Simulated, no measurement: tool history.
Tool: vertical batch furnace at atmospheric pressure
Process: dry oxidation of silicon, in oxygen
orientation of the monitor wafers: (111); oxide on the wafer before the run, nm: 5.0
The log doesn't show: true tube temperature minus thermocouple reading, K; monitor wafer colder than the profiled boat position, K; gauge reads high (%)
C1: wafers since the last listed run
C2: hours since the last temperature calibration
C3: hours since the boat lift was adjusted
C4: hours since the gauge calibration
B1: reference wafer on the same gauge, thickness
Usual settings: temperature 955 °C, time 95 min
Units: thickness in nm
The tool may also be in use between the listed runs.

run 1 hour=0 | temperature=955 time=106 | C1=0 C2=1104.7 C3=1236.2 C4=450.7 | B1=75 | thickness=70.64
run 2 hour=78.6 | temperature=955 time=106 | C1=1053 C2=1183.3 C3=1314.8 C4=529.3 | B1=75 | thickness=70.71
run 3 hour=156 | temperature=955 time=95 | C1=1037 C2=1260.7 C3=1392.2 C4=606.7 | B1=75.11 | thickness=65.82
run 4 hour=233.3 | temperature=955 time=66.5 | C1=1035 C2=1338 C3=1469.5 C4=684 | B1=74.98 | thickness=51.54
-- hour=305.9 boat lift adjusted
run 5 hour=306.4 | temperature=955 time=66.5 | C1=657 C2=1411.1 C3=0.5 C4=757.1 | B1=75.09 | thickness=51.83
run 6 hour=331.9 | temperature=942 time=64 | C1=341 C2=1436.6 C3=26 C4=782.6 | B1=75.07 | thickness=45.73
run 7 hour=385.7 | temperature=942 time=64 | C1=720 C2=1490.4 C3=79.8 C4=836.4 | B1=75.05 | thickness=45.24
run 8 hour=432.1 | temperature=972 time=72 | C1=621 C2=1536.8 C3=126.2 C4=882.8 | B1=74.99 | thickness=62.19
run 9 hour=494.3 | temperature=972 time=72 | C1=833 C2=1599 C3=188.4 C4=945 | B1=75 | thickness=62.33
run 10 hour=552.2 | temperature=975 time=70.5 | C1=775 C2=1656.9 C3=246.3 C4=1002.9 | B1=74.94 | thickness=62.94
-- hour=554.9 gauge calibrated
-- hour=625.8 thermocouples replaced and temperature profile calibrated
run 11 hour=655.1 | temperature=955 time=95 | C1=1057 C2=29.3 C3=349.2 C4=100.2 | B1=74.97 | thickness=65.61

Forecast run 12:
run 12 hour=701.9 | temperature=962 time=95 | C1=627 C2=76.1 C3=396 C4=147 | B1=? | thickness=?

{"run 12": {"B1": 75.06, "thickness": 69.43}}
Without the tool's hidden state the same run would have given thickness 69.43 nm.

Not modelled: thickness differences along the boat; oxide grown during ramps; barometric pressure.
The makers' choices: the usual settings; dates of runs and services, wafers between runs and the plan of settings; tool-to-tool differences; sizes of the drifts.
